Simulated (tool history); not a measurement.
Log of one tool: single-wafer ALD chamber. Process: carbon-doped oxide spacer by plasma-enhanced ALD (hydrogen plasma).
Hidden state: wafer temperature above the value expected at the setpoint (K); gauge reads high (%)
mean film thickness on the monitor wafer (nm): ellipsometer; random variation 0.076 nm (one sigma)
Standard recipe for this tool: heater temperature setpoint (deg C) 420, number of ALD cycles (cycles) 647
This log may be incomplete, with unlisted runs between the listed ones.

run,day,heater temperature setpoint (deg C),number of ALD cycles (cycles),wafers since the last listed run,hours since the last thermocouple change,hours since the gauge calibration,"read-back reference wafer on the same gauge, thickness_nm",mean film thickness on the monitor wafer (nm)
1,0.000,420,647,0,1348.2,5.3,33.406,30.490
2,0.492,420,647,9,1360.0,17.1,33.437,30.773
3,0.950,420,744,8,1371.0,28.1,33.385,35.071
4,1.550,420,744,11,1385.4,42.5,33.405,35.229
5,2.054,420,733,9,1397.5,54.6,33.385,34.518
6,2.450,420,733,7,1407.0,64.1,33.406,34.497
7,2.862,420,733,7,1416.9,74.0,33.405,34.781
8,3.375,425,647,9,1429.2,86.3,33.405,30.017
9,3.662,425,647,5,1436.1,93.2,33.389,30.081
10,4.308,420,647,12,1451.6,108.7,33.402,30.738
11,5.017,420,647,13,1468.6,125.7,33.391,30.533
12,5.612,409,536,11,1482.9,140.0,33.403,26.331
13,6.129,414,567,9,1495.3,152.4,33.388,27.391
14,6.396,430,683,5,1501.7,158.8,33.399,31.233
15,6.992,420,647,11,1516.0,173.1,33.413,30.689

Run 16 is up next; what results do you expect?
# day 7.442: gauge calibrated
16,7.508,409,536,9,1528.4,1.6,?,?

{"run 16": {"read-back reference wafer on the same gauge, thickness_nm": 33.452, "mean film thickness on the monitor wafer (nm)": 26.344}}
Had the tool carried no hidden state, the very same run would have given mean film thickness on the monitor wafer (nm) 26.344.
